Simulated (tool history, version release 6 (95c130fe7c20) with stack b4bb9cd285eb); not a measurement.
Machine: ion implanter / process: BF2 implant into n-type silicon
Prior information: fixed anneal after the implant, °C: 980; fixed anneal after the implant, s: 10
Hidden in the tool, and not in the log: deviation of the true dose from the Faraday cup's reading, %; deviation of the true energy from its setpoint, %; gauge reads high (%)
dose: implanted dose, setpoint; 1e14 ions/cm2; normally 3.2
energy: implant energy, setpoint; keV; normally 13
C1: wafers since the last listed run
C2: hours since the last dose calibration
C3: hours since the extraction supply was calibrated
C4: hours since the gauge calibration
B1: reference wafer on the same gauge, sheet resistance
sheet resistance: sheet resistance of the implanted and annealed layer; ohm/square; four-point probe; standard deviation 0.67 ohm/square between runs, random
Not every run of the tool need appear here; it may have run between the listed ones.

{"run": 1, "hour": 0.0, "dose": 3.2, "energy": 16, "C1": 0, "C2": 1605.2, "C3": 4870.1, "C4": 662.9, "B1": 482.87, "sheet resistance": 412.63}
{"run": 2, "hour": 47.3, "dose": 3.2, "energy": 16, "C1": 1041, "C2": 1652.5, "C3": 4917.4, "C4": 710.2, "B1": 482.79, "sheet resistance": 412.68}
{"run": 3, "hour": 90.2, "dose": 3.2, "energy": 13, "C1": 944, "C2": 1695.4, "C3": 4960.3, "C4": 753.1, "B1": 483.27, "sheet resistance": 438.54}
{"run": 4, "hour": 159.8, "dose": 3.65, "energy": 11.5, "C1": 1532, "C2": 1765, "C3": 5029.9, "C4": 822.7, "B1": 483.14, "sheet resistance": 428.98}
{"run": 5, "hour": 214.1, "dose": 3.2, "energy": 13, "C1": 1195, "C2": 1819.3, "C3": 5084.2, "C4": 877, "B1": 483.29, "sheet resistance": 438.25}
{"run": 6, "hour": 256.1, "dose": 3.2, "energy": 13, "C1": 924, "C2": 1861.3, "C3": 5126.2, "C4": 919, "B1": 483.19, "sheet resistance": 438.14}
{"run": 7, "hour": 309.2, "dose": 3.2, "energy": 13, "C1": 1169, "C2": 1914.4, "C3": 5179.3, "C4": 972.1, "B1": 483.28, "sheet resistance": 437.7}
{"run": 8, "hour": 335.1, "dose": 3.2, "energy": 13, "C1": 570, "C2": 1940.3, "C3": 5205.2, "C4": 998, "B1": 482.88, "sheet resistance": 437.27}
{"run": 9, "hour": 379.2, "dose": 3.2, "energy": 13, "C1": 971, "C2": 1984.4, "C3": 5249.3, "C4": 1042.1, "B1": 483.48, "sheet resistance": 438.1}
{"run": 10, "hour": 421.4, "dose": 3.2, "energy": 13, "C1": 929, "C2": 2026.6, "C3": 5291.5, "C4": 1084.3, "B1": 482.84, "sheet resistance": 438.29}
{"run": 11, "hour": 455.9, "dose": 3.2, "energy": 10.5, "C1": 759, "C2": 2061.1, "C3": 5326, "C4": 1118.8, "B1": 483, "sheet resistance": 473.51}
{"hour": 463.5, "done": "gauge calibrated"}
{"run": 12, "hour": 497.8, "dose": 3.2, "energy": 10.5, "C1": 922, "C2": 2103, "C3": 5367.9, "C4": 34.3, "B1": 482.61, "sheet resistance": 473.92}
{"hour": 549.5, "done": "Faraday cup replaced and dose calibrated"}
{"run": 13, "hour": 550.0, "dose": 3.2, "energy": 13, "C1": 973, "C2": 0.5, "C3": 5420.1, "C4": 86.5, "B1": 483.04, "sheet resistance": 442.71}
{"run": 14, "hour": 576.2, "dose": 3.2, "energy": 13, "C1": 576, "C2": 26.7, "C3": 5446.3, "C4": 112.7, "B1": 483.17, "sheet resistance": 442.35}
{"run": 15, "hour": 638.1, "dose": 3.2, "energy": 16.5, "C1": 1363, "C2": 88.6, "C3": 5508.2, "C4": 174.6, "B1": 482.93, "sheet resistance": 413.49}
{"run": 16, "hour": 669.4, "dose": 3.2, "energy": 14.5, "C1": 689, "C2": 119.9, "C3": 5539.5, "C4": 205.9, "B1": 482.98, "sheet resistance": 426.82}
{"run": 17, "hour": 709.4, "dose": 3.71, "energy": 15, "C1": 880, "C2": 159.9, "C3": 5579.5, "C4": 245.9, "B1": 483.12, "sheet resistance": 389.1}
{"hour": 736.0, "done": "extraction supply calibrated"}
{"run": 18, "hour": 765.5, "dose": 3.95, "energy": 17, "C1": 1059, "C2": 216, "C3": 29.5, "C4": 302, "B1": 483.32, "sheet resistance": 362.47}
{"run": 19, "hour": 827.4, "dose": 3.2, "energy": 13, "C1": 1363, "C2": 277.9, "C3": 91.4, "C4": 363.9, "B1": 483.07, "sheet resistance": 441.01}
{"run": 20, "hour": 874.2, "dose": 3.65, "energy": 8.5, "C1": 1030, "C2": 324.7, "C3": 138.2, "C4": 410.7, "B1": 482.86, "sheet resistance": 492.3}
{"run": 21, "hour": 904.2, "dose": 3.2, "energy": 13, "C1": 660, "C2": 354.7, "C3": 168.2, "C4": 440.7, "B1": 483.04, "sheet resistance": 440.4}
{"run": 22, "hour": 959.4, "dose": 3.77, "energy": 16, "C1": 1215, "C2": 409.9, "C3": 223.4, "C4": 495.9, "B1": 482.92, "sheet resistance": 377.31}
{"run": 23, "hour": 1023.5, "dose": 3.92, "energy": 9, "C1": 1411, "C2": 474, "C3": 287.5, "C4": 560, "B1": 482.98, "sheet resistance": 465.14}
{"run": 24, "hour": 1079.9, "dose": 4.16, "energy": 14, "C1": 1242, "C2": 530.4, "C3": 343.9, "C4": 616.4, "B1": 483.03, "sheet resistance": 375.68}

Below are 4 alternative next runs, each starting from the tool's condition after run 24. Predict each:
{"run": "A", "hour": 1080.3, "dose": 3.2, "energy": 13, "C1": 8, "C2": 530.8, "C3": 344.3, "C4": 616.8, "B1": "?", "sheet resistance": "?"}
{"run": "B", "hour": 1080.3, "dose": 2.83, "energy": 9.5, "C1": 8, "C2": 530.8, "C3": 344.3, "C4": 616.8, "B1": "?", "sheet resistance": "?"}
{"run": "C", "hour": 1080.3, "dose": 3.55, "energy": 13, "C1": 8, "C2": 530.8, "C3": 344.3, "C4": 616.8, "B1": "?", "sheet resistance": "?"}
{"run": "D", "hour": 1080.3, "dose": 2.67, "energy": 8.5, "C1": 8, "C2": 530.8, "C3": 344.3, "C4": 616.8, "B1": "?", "sheet resistance": "?"}

run=A B1=482.89 sheet_resistance=440.22
run=B B1=482.89 sheet_resistance=530.39
run=C B1=482.89 sheet_resistance=416.76
run=D B1=482.89 sheet_resistance=573.7
The same runs, with their run-to-run variation unchanged, on a tool lacking any hidden condition would have given:
run=A sheet_resistance=444.32
run=B sheet_resistance=535.25
run=C sheet_resistance=420.2
run=D sheet_resistance=578.88
